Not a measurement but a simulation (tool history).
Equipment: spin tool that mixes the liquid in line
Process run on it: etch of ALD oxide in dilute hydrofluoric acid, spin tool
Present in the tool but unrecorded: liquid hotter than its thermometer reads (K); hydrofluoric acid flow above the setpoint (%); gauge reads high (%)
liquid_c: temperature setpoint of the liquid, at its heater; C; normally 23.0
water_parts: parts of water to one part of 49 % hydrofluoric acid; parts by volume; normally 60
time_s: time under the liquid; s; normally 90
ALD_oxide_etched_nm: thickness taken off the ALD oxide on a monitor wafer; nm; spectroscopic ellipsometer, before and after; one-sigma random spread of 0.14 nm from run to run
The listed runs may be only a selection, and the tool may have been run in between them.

run,day,liquid_c,water_parts,time_s,wafers since the last listed run,hours since the thermometer was replaced,hours since the hydrofluoric acid flow meter was replaced,hours since the gauge calibration,"read-back film thickness of the ALD oxide reference wafer, read on the same gauge (nm)",ALD_oxide_etched_nm
1,0.000,26.5,60,90,0,1916.9,547.6,356.4,70.00,21.38
2,0.725,26.5,60,90,130,1934.3,565.0,373.8,70.00,21.10
3,1.121,23.0,60,90,71,1943.8,574.5,383.3,69.98,18.20
4,1.783,23.0,60,90,119,1959.7,590.4,399.2,69.97,18.41
5,2.262,23.0,60,90,86,1971.2,601.9,410.7,70.00,18.29
6,2.800,23.0,65,90,96,1984.1,614.8,423.6,69.98,16.79
# day 2.896: gauge calibrated
7,3.167,23.0,65,90,66,1992.9,623.6,6.5,70.00,16.75
8,3.504,23.0,65,90,60,2001.0,631.7,14.6,70.01,16.83
9,3.983,23.0,50,130,86,2012.5,643.2,26.1,70.00,32.45
10,4.517,23.0,50,130,96,2025.3,656.0,38.9,69.99,32.19
11,4.900,28.0,60,65,69,2034.5,665.2,48.1,69.99,16.16
# day 5.600: thermometer replaced
12,6.312,20.5,70,40,246,17.1,699.1,82.0,69.97,6.23
13,7.629,21.0,60,90,237,48.7,730.7,113.6,70.00,17.08
14,7.958,23.0,60,90,59,56.6,738.6,121.5,70.00,18.35
15,8.279,26.0,80,40,57,64.3,746.3,129.2,70.00,6.70
16,8.967,27.5,40,45,123,80.8,762.8,145.7,70.01,16.96
17,11.108,21.0,35,90,385,132.2,814.2,197.1,70.01,29.52
18,13.046,21.0,45,90,348,178.7,860.7,243.6,70.00,22.97
19,13.483,23.0,60,90,78,189.2,871.2,254.1,69.99,18.38
# day 14.088: hydrofluoric acid flow meter replaced
20,14.108,27.0,40,40,105,204.2,0.5,269.1,70.01,14.65
21,14.600,23.0,60,90,88,216.0,12.3,280.9,70.00,18.28
22,14.892,18.0,40,50,52,223.0,19.3,287.9,70.01,12.59
23,15.467,23.0,60,90,103,236.8,33.1,301.7,69.97,18.30
24,16.158,26.0,60,60,124,253.4,49.7,318.3,70.01,13.75
25,16.717,19.0,50,55,100,266.8,63.1,331.7,70.00,11.43
26,17.233,23.0,60,90,93,279.2,75.5,344.1,70.01,18.35
27,17.525,24.5,30,40,52,286.2,82.5,351.1,70.00,17.98
28,17.900,23.0,60,90,67,295.2,91.5,360.1,69.97,18.25
29,18.362,28.0,60,65,83,306.3,102.6,371.2,70.01,16.11
30,18.904,24.5,85,35,97,319.3,115.6,384.2,70.01,5.20
31,19.471,23.0,50,90,102,332.9,129.2,397.8,69.99,22.03
32,19.996,23.0,60,90,94,345.5,141.8,410.4,70.00,18.28
# day 20.442: gauge calibrated
33,20.583,25.5,60,90,105,359.6,155.9,3.4,70.00,20.42
34,21.262,23.0,60,90,122,375.9,172.2,19.7,69.98,18.53
35,21.512,23.0,30,50,45,381.9,178.2,25.7,70.00,21.06

What the log doesn't show, run by run:
liquid hotter than its thermometer reads (K): 0 on each run
hydrofluoric acid flow above the setpoint (%): 0 on each run
gauge reads high (%): 0 on each run

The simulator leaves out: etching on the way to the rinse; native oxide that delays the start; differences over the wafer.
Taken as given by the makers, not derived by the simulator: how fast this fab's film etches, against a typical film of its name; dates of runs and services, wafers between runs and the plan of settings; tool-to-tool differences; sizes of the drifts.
